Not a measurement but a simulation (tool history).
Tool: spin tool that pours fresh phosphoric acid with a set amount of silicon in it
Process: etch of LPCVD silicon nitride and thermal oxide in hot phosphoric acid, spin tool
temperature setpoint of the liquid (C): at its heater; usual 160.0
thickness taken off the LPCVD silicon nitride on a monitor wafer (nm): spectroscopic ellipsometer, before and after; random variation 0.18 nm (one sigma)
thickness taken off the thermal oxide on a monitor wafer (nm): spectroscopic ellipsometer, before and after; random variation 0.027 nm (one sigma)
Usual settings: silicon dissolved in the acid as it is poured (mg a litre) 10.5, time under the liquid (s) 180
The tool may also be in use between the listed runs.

run	hour	temperature setpoint of the liquid (C)	silicon dissolved in the acid as it is poured (mg a litre)	time under the liquid (s)	read-back film thickness of the LPCVD silicon nitride reference wafer, read on the same gauge (nm)	read-back film thickness of the thermal oxide reference wafer, read on the same gauge (nm)	thickness taken off the LPCVD silicon nitride on a monitor wafer (nm)	thickness taken off the thermal oxide on a monitor wafer (nm)
1	0.0	160.0	4.5	180	100.02	139.997	15.42	0.350
# hour 20.7: heated supply line repaired
2	24.4	160.0	10.5	180	100.01	139.982	17.30	0.388
# hour 53.3: gauge calibrated
3	77.5	160.0	10.5	180	100.07	139.994	17.29	0.388
# hour 80.0: thermometer replaced
4	85.3	158.0	6.5	180	99.99	140.001	16.28	0.396
5	95.5	160.0	8.0	95	100.03	140.006	9.26	0.207
6	106.7	160.0	2.5	110	100.00	140.008	10.52	0.261
7	118.3	160.0	10.5	110	99.99	139.998	10.62	0.220
8	129.8	160.0	10.5	95	100.04	140.042	9.17	0.208
9	137.7	161.5	10.5	100	100.01	139.986	10.20	0.281
10	147.0	160.0	10.5	180	99.99	140.036	17.32	0.429
11	160.4	160.0	10.5	180	100.02	139.994	17.33	0.380
# hour 168.0: dissolved silicon flow meter replaced
12	168.5	158.0	6.5	180	100.01	139.997	16.17	0.367
13	185.3	160.0	3.5	180	100.03	140.012	17.35	0.429
14	191.6	160.0	16.0	275	99.96	140.002	26.41	0.525
15	200.8	160.0	10.5	180	100.02	140.021	17.05	0.388
16	218.3	160.0	10.5	265	100.00	139.994	25.33	0.597
17	234.2	161.0	7.0	110	100.02	140.000	10.70	0.250
18	281.6	157.5	19.0	270	100.01	140.016	23.22	0.340
19	288.8	162.0	15.0	180	100.00	140.009	18.05	0.354
20	307.8	160.0	10.5	265	99.98	139.973	24.98	0.574
21	320.9	160.0	10.5	125	99.99	139.985	11.76	0.305
22	338.5	160.0	10.5	180	100.02	139.997	16.66	0.438

Forecast each of these 4 alternatives for the next run:
A	339.0	160.0	10.5	180	?	?	?	?
B	339.0	161.0	10.5	140	?	?	?	?
C	339.0	161.0	2.5	90	?	?	?	?
D	339.0	160.0	17.5	180	?	?	?	?

run	read-back film thickness of the LPCVD silicon nitride reference wafer, read on the same gauge (nm)	read-back film thickness of the thermal oxide reference wafer, read on the same gauge (nm)	thickness taken off the LPCVD silicon nitride on a monitor wafer (nm)	thickness taken off the thermal oxide on a monitor wafer (nm)
A	99.96	139.998	17.08	0.348
B	99.96	139.998	13.74	0.291
C	99.96	139.998	8.83	0.221
D	99.96	139.998	17.08	0.293
Without the tool's hidden state the same runs would have given:
run	thickness taken off the LPCVD silicon nitride on a monitor wafer (nm)	thickness taken off the thermal oxide on a monitor wafer (nm)
A	17.79	0.381
B	14.31	0.319
C	9.20	0.242
D	17.79	0.321

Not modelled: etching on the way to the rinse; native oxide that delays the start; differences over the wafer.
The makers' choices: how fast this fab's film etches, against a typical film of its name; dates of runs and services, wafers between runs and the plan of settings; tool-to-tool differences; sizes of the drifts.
